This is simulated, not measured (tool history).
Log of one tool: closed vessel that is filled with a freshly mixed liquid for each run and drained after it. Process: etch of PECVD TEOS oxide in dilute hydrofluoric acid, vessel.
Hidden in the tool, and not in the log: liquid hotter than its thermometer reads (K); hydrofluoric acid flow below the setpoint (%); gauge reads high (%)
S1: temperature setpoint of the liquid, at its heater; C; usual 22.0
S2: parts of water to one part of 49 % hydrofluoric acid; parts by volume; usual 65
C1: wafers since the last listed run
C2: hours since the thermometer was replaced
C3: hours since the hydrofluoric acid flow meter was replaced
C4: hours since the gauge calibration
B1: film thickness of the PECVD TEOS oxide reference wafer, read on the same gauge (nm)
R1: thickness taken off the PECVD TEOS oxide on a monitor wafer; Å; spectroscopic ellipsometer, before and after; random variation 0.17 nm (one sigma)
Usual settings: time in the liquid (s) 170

Run 1, hour 0.0: usual settings but S2 55 parts by volume; C1 0; C2 1178.8; C3 279.8; C4 201.4; B1 150.00. Result: R1 575.4 Å.
Run 2, hour 14.2: usual settings but time in the liquid (s) 195; C1 1534; C2 1193.0; C3 294.0; C4 215.6; B1 150.02. Result: R1 546.6 Å.
Run 3, hour 22.9: usual settings but time in the liquid (s) 195; C1 940; C2 1201.7; C3 302.7; C4 224.3; B1 149.99. Result: R1 549.7 Å.
Run 4, hour 34.8: usual settings but time in the liquid (s) 195; C1 1286; C2 1213.6; C3 314.6; C4 236.2; B1 149.99. Result: R1 550.8 Å.
Run 5, hour 51.2: usual settings but time in the liquid (s) 100; C1 1772; C2 1230.0; C3 331.0; C4 252.6; B1 150.00. Result: R1 283.2 Å.
Run 6, hour 84.7: usual settings; C1 3620; C2 1263.5; C3 364.5; C4 286.1; B1 150.01. Result: R1 481.0 Å.
Run 7, hour 102.4: usual settings; C1 1912; C2 1281.2; C3 382.2; C4 303.8; B1 149.98. Result: R1 486.7 Å.
Run 8, hour 111.8: usual settings; C1 1015; C2 1290.6; C3 391.6; C4 313.2; B1 150.00. Result: R1 481.0 Å.
Run 9, hour 122.6: usual settings but S1 25.5 C; C1 1167; C2 1301.4; C3 402.4; C4 324.0; B1 150.00. Result: R1 554.5 Å.
Run 10, hour 131.1: usual settings but S1 25.5 C; C1 918; C2 1309.9; C3 410.9; C4 332.5; B1 150.02. Result: R1 554.2 Å.
At hour 147.8: hydrofluoric acid flow meter replaced.
Run 11, hour 165.4: usual settings but S1 25.5 C; C1 3598; C2 1344.2; C3 17.6; C4 366.8; B1 150.00. Result: R1 555.4 Å.
Run 12, hour 178.6: usual settings; C1 1426; C2 1357.4; C3 30.8; C4 380.0; B1 150.02. Result: R1 484.9 Å.
Run 13, hour 188.6: usual settings; C1 1080; C2 1367.4; C3 40.8; C4 390.0; B1 149.99. Result: R1 485.9 Å.
Run 14, hour 206.5: usual settings; C1 1934; C2 1385.3; C3 58.7; C4 407.9; B1 150.02. Result: R1 486.9 Å.
Run 15, hour 221.0: usual settings but S1 24.5 C; C1 1567; C2 1399.8; C3 73.2; C4 422.4; B1 150.00. Result: R1 533.9 Å.
Run 16, hour 231.4: usual settings but S1 24.5 C; C1 1124; C2 1410.2; C3 83.6; C4 432.8; B1 150.00. Result: R1 537.2 Å.
Run 17, hour 243.9: usual settings; C1 1350; C2 1422.7; C3 96.1; C4 445.3; B1 150.02. Result: R1 485.4 Å.
Run 18, hour 260.7: usual settings but S1 17.0 C, S2 40 parts by volume; C1 1815; C2 1439.5; C3 112.9; C4 462.1; B1 149.97. Result: R1 659.8 Å.
Run 19, hour 272.2: usual settings but S1 26.0 C, S2 90 parts by volume, time in the liquid (s) 105; C1 1242; C2 1451.0; C3 124.4; C4 473.6; B1 150.01. Result: R1 246.3 Å.
Run 20, hour 280.3: usual settings; C1 875; C2 1459.1; C3 132.5; C4 481.7; B1 149.97. Result: R1 486.1 Å.
Run 21, hour 294.1: usual settings but S2 35 parts by volume; C1 1491; C2 1472.9; C3 146.3; C4 495.5; B1 150.00. Result: R1 941.3 Å.
Run 22, hour 306.0: usual settings but S1 19.0 C, S2 40 parts by volume, time in the liquid (s) 110; C1 1286; C2 1484.8; C3 158.2; C4 507.4; B1 149.99. Result: R1 463.6 Å.
Run 23, hour 315.5: usual settings but S1 18.0 C; C1 1026; C2 1494.3; C3 167.7; C4 516.9; B1 150.01. Result: R1 413.4 Å.
At hour 316.4: gauge calibrated.
Run 24, hour 329.1: usual settings but time in the liquid (s) 215; C1 1469; C2 1507.9; C3 181.3; C4 12.7; B1 150.00. Result: R1 617.2 Å.
Run 25, hour 337.2: usual settings; C1 875; C2 1516.0; C3 189.4; C4 20.8; B1 150.00. Result: R1 487.2 Å.
Run 26, hour 353.0: usual settings but S1 18.0 C, S2 35 parts by volume; C1 1707; C2 1531.8; C3 205.2; C4 36.6; B1 149.98. Result: R1 795.4 Å.
At hour 370.5: thermometer replaced.
Run 27, hour 371.0: usual settings but S1 26.0 C, time in the liquid (s) 105; C1 1837; C2 0.5; C3 223.2; C4 54.6; B1 150.02. Result: R1 330.0 Å.
Run 28, hour 382.9: usual settings but S1 20.0 C, S2 55 parts by volume, time in the liquid (s) 270; C1 1286; C2 12.4; C3 235.1; C4 66.5; B1 150.00. Result: R1 802.3 Å.
Run 29, hour 396.4: usual settings but time in the liquid (s) 95; C1 1459; C2 25.9; C3 248.6; C4 80.0; B1 150.02. Result: R1 254.8 Å.
Run 30, hour 406.6: usual settings but S1 18.5 C, S2 45 parts by volume, time in the liquid (s) 145; C1 1102; C2 36.1; C3 258.8; C4 90.2; B1 150.01. Result: R1 500.0 Å.
Run 31, hour 413.9: usual settings but time in the liquid (s) 195; C1 788; C2 43.4; C3 266.1; C4 97.5; B1 149.99. Result: R1 524.2 Å.
Run 32, hour 465.1: usual settings but S1 24.0 C, time in the liquid (s) 240; C1 5533; C2 94.6; C3 317.3; C4 148.7; B1 150.00. Result: R1 700.1 Å.
Run 33, hour 478.7: usual settings but S1 24.5 C, time in the liquid (s) 255; C1 1469; C2 108.2; C3 330.9; C4 162.3; B1 150.00. Result: R1 758.7 Å.

How the hidden state differs across the entries between the runs, from the last listed run before each to the first after it:
Between runs 10 and 11: hydrofluoric acid flow meter replaced (hour 147.8)
  liquid hotter than its thermometer reads (K): 1.73 -> 1.77
  measured less the result without the state, R1: +37.0 -> +37.8 Å
Between runs 23 and 24: gauge calibrated (hour 316.4)
  liquid hotter than its thermometer reads (K): 1.95 -> 1.96
  measured less the result without the state, R1: +32.8 -> +47.7 Å
Between runs 26 and 27: thermometer replaced (hour 370.5)
  liquid hotter than its thermometer reads (K): 1.99 -> 0.432
  measured less the result without the state, R1: +65.6 -> +5.6 Å
